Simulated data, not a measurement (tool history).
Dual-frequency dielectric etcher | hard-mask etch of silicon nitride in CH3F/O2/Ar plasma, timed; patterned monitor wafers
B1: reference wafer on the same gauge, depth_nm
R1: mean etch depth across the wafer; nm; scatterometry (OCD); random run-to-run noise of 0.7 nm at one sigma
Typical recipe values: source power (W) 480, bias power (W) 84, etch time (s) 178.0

Run 1, day 0.000: usual settings but bias power (W) 91; B1 166.8. Result: R1 147.5 nm.
Run 2, day 0.450: usual settings but bias power (W) 91; B1 166.8. Result: R1 148.5 nm.
Run 3, day 1.021: usual settings but bias power (W) 91; B1 167.0. Result: R1 147.3 nm.
Run 4, day 1.662: usual settings; B1 167.0. Result: R1 142.2 nm.
Run 5, day 2.112: usual settings; B1 167.0. Result: R1 142.8 nm.
Run 6, day 2.408: usual settings; B1 166.9. Result: R1 142.9 nm.
Run 7, day 2.933: usual settings but etch time (s) 149.5; B1 167.0. Result: R1 119.5 nm.
Run 8, day 3.658: usual settings but etch time (s) 149.5; B1 166.9. Result: R1 119.6 nm.
Run 9, day 4.225: usual settings but etch time (s) 149.5; B1 167.2. Result: R1 121.2 nm.
At day 5.808: wet clean of the chamber.
Run 10, day 5.829: usual settings; B1 167.2. Result: R1 141.8 nm.
Run 11, day 5.846: usual settings; B1 166.7. Result: R1 143.0 nm.
Run 12, day 5.858: usual settings; B1 167.1. Result: R1 142.8 nm.
At day 6.117: source power generator calibrated.
Run 13, day 6.442: usual settings but etch time (s) 139.5; B1 166.6. Result: R1 112.5 nm.
Run 14, day 7.071: usual settings but etch time (s) 139.5; B1 166.9. Result: R1 112.2 nm.
Run 15, day 7.754: usual settings but source power (W) 600, bias power (W) 103, etch time (s) 230.5; B1 167.0. Result: R1 216.2 nm.
Run 16, day 8.033: usual settings; B1 167.0. Result: R1 144.1 nm.
Run 17, day 8.296: usual settings but source power (W) 440, bias power (W) 76, etch time (s) 192.5; B1 167.0. Result: R1 143.5 nm.
Run 18, day 8.671: usual settings but source power (W) 590, bias power (W) 92, etch time (s) 201.0; B1 167.1. Result: R1 179.2 nm.
At day 9.279: gauge calibrated.
At day 9.762: bias power generator calibrated.
At day 10.025: upper electrode replaced.
Run 19, day 10.046: usual settings; B1 166.7. Result: R1 143.7 nm.
Run 20, day 10.058: usual settings but source power (W) 390, etch time (s) 155.5; B1 167.1. Result: R1 117.6 nm.
Run 21, day 10.546: usual settings but bias power (W) 94, etch time (s) 192.5; B1 166.9. Result: R1 161.6 nm.
Run 22, day 10.904: usual settings but bias power (W) 91; B1 167.2. Result: R1 148.1 nm.
Run 23, day 12.467: usual settings but source power (W) 400, bias power (W) 71, etch time (s) 210.5; B1 167.0. Result: R1 148.2 nm.
Run 24, day 14.275: usual settings but source power (W) 570, bias power (W) 101; B1 167.0. Result: R1 161.1 nm.
Run 25, day 14.954: usual settings; B1 167.0. Result: R1 143.0 nm.
Run 26, day 15.433: usual settings but etch time (s) 204.0; B1 167.0. Result: R1 163.7 nm.
Run 27, day 15.750: usual settings but bias power (W) 75; B1 166.9. Result: R1 136.7 nm.
Run 28, day 16.075: usual settings but bias power (W) 92; B1 166.9. Result: R1 147.7 nm.

Give the tool's hidden conditions for every run:
etch rate over this chamber's usual, %: 0 in every run
source power that arrives over what is set, %: 0 in every run
bias power that arrives over what is set, %: 0 in every run
gauge reads high (%): 0 in every run
